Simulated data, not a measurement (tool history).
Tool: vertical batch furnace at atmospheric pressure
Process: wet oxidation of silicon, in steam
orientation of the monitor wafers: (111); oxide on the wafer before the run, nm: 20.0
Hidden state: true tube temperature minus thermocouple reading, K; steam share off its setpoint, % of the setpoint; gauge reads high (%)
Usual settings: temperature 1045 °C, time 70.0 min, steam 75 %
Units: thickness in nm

| run | day | temperature | time | steam | wafers since the last listed run | hours since the last temperature calibration | hours since the steam generator was serviced | hours since the gauge calibration | read-back reference wafer on the same gauge, thickness | thickness |
|---|---|---|---|---|---|---|---|---|---|---|
| 1 | 0.000 | 1045 | 70.0 | 75 | 0 | 586.8 | 2280.2 | 1369.0 | 436.81 | 550.28 |
| 2 | 2.283 | 1045 | 70.0 | 75 | 870 | 641.6 | 2335.0 | 1423.8 | 436.92 | 547.53 |
| 3 | 4.338 | 1045 | 52.5 | 75 | 783 | 690.9 | 2384.3 | 1473.1 | 437.10 | 468.24 |
| 4 | 7.362 | 1045 | 70.0 | 75 | 1153 | 763.5 | 2456.9 | 1545.7 | 436.83 | 547.95 |
| 5 | 9.483 | 1045 | 70.0 | 75 | 808 | 814.4 | 2507.8 | 1596.6 | 436.95 | 550.61 |
| 6 | 13.625 | 1045 | 70.0 | 75 | 1579 | 913.8 | 2607.2 | 1696.0 | 436.94 | 547.64 |
| 7 | 17.612 | 1045 | 70.0 | 75 | 1520 | 1009.5 | 2702.9 | 1791.7 | 437.01 | 553.13 |
| 8 | 19.958 | 1050 | 70.0 | 70 | 894 | 1065.8 | 2759.2 | 1848.0 | 437.03 | 540.05 |
| 9 | 21.929 | 1050 | 70.0 | 70 | 751 | 1113.1 | 2806.5 | 1895.3 | 436.93 | 539.11 |
| 10 | 26.275 | 1050 | 70.0 | 70 | 1657 | 1217.4 | 2910.8 | 1999.6 | 437.03 | 538.01 |
|  | 29.600 | steam generator serviced |
| 11 | 29.621 | 1052 | 70.0 | 75 | 894 | 1297.7 | 0.5 | 2079.9 | 437.41 | 567.94 |
| 12 | 31.708 | 1052 | 70.0 | 75 | 796 | 1347.8 | 50.6 | 2130.0 | 436.96 | 565.24 |
| 13 | 35.117 | 1045 | 70.0 | 82 | 1299 | 1429.6 | 132.4 | 2211.8 | 437.07 | 577.41 |
| 14 | 37.267 | 1045 | 70.0 | 82 | 819 | 1481.2 | 184.0 | 2263.4 | 437.47 | 576.59 |
| 15 | 40.092 | 1045 | 70.0 | 82 | 1077 | 1549.0 | 251.8 | 2331.2 | 437.13 | 582.95 |
| 16 | 42.192 | 1045 | 70.0 | 75 | 800 | 1599.4 | 302.2 | 2381.6 | 436.69 | 548.76 |
| 17 | 44.321 | 1045 | 70.0 | 75 | 812 | 1650.5 | 353.3 | 2432.7 | 437.32 | 555.27 |
| 18 | 48.004 | 1045 | 70.0 | 82 | 1404 | 1738.9 | 441.7 | 2521.1 | 436.71 | 579.60 |
|  | 51.333 | thermocouples replaced and temperature profile calibrated |
| 19 | 51.354 | 1065 | 101.0 | 85 | 896 | 0.5 | 522.1 | 2601.5 | 436.99 | 784.26 |
| 20 | 53.058 | 1022 | 102.0 | 86 | 649 | 41.4 | 563.0 | 2642.4 | 437.12 | 672.51 |
| 21 | 56.996 | 1034 | 70.0 | 75 | 1501 | 135.9 | 657.5 | 2736.9 | 436.91 | 532.33 |
| 22 | 59.500 | 1025 | 70.0 | 71 | 955 | 196.0 | 717.6 | 2797.0 | 436.66 | 494.91 |
|  | 60.217 | gauge calibrated |
| 23 | 62.304 | 1066 | 44.0 | 69 | 1069 | 263.3 | 784.9 | 50.1 | 437.08 | 447.78 |
| 24 | 65.150 | 1022 | 44.0 | 83 | 1085 | 331.6 | 853.2 | 118.4 | 436.81 | 407.54 |
| 25 | 67.783 | 1045 | 70.0 | 80 | 1004 | 394.8 | 916.4 | 181.6 | 437.28 | 577.09 |
| 26 | 69.867 | 1045 | 70.0 | 68 | 794 | 444.8 | 966.4 | 231.6 | 437.30 | 527.89 |
| 27 | 73.608 | 1066 | 44.0 | 69 | 1427 | 534.6 | 1056.2 | 321.4 | 437.01 | 446.93 |
|  | 74.788 | thermocouples replaced and temperature profile calibrated, repeated, since the last time left the tool worse |
| 28 | 75.708 | 1045 | 70.0 | 75 | 419 | 22.1 | 1106.6 | 371.8 | 436.74 | 543.20 |
| 29 | 79.375 | 1045 | 80.0 | 67 | 1398 | 110.1 | 1194.6 | 459.8 | 437.06 | 553.60 |
| 30 | 89.567 | 1045 | 70.0 | 75 | 3886 | 354.7 | 1439.2 | 704.4 | 437.19 | 548.35 |
| 31 | 91.888 | 1045 | 70.0 | 75 | 885 | 410.4 | 1494.9 | 760.1 | 437.08 | 548.47 |
| 32 | 93.962 | 1045 | 70.0 | 75 | 791 | 460.2 | 1544.7 | 809.9 | 436.94 | 547.56 |
| 33 | 96.038 | 1045 | 54.5 | 72 | 791 | 510.0 | 1594.5 | 859.7 | 437.14 | 465.52 |
| 34 | 99.025 | 1045 | 91.0 | 75 | 1139 | 581.7 | 1666.2 | 931.4 | 436.99 | 638.03 |
| 35 | 100.596 | 1045 | 70.0 | 75 | 599 | 619.4 | 1703.9 | 969.1 | 437.10 | 548.36 |
| 36 | 102.296 | 1045 | 70.0 | 75 | 648 | 660.2 | 1744.7 | 1009.9 | 436.63 | 551.26 |
| 37 | 105.029 | 1066 | 96.0 | 75 | 1042 | 725.8 | 1810.3 | 1075.5 | 436.93 | 712.04 |
| 38 | 116.908 | 1023 | 84.0 | 67 | 4530 | 1010.9 | 2095.4 | 1360.6 | 436.91 | 517.98 |
| 39 | 119.517 | 1022 | 81.0 | 64 | 994 | 1073.5 | 2158.0 | 1423.2 | 436.96 | 492.63 |

3 ways to go on from here, each from the tool as it stands after run 39. What would each give?
| A | 119.712 | 1045 | 70.0 | 75 | 74 | 1078.2 | 2162.7 | 1427.9 | ? | ? |
| B | 119.712 | 1031 | 70.0 | 84 | 74 | 1078.2 | 2162.7 | 1427.9 | ? | ? |
| C | 119.712 | 1067 | 84.0 | 75 | 74 | 1078.2 | 2162.7 | 1427.9 | ? | ? |

| run | read-back reference wafer on the same gauge, thickness | thickness |
|---|---|---|
| A | 437.08 | 553.29 |
| B | 437.08 | 555.54 |
| C | 437.08 | 667.34 |
Without the tool's hidden state the same runs would have given:
| run | thickness |
|---|---|
| A | 547.16 |
| B | 549.03 |
| C | 660.82 |
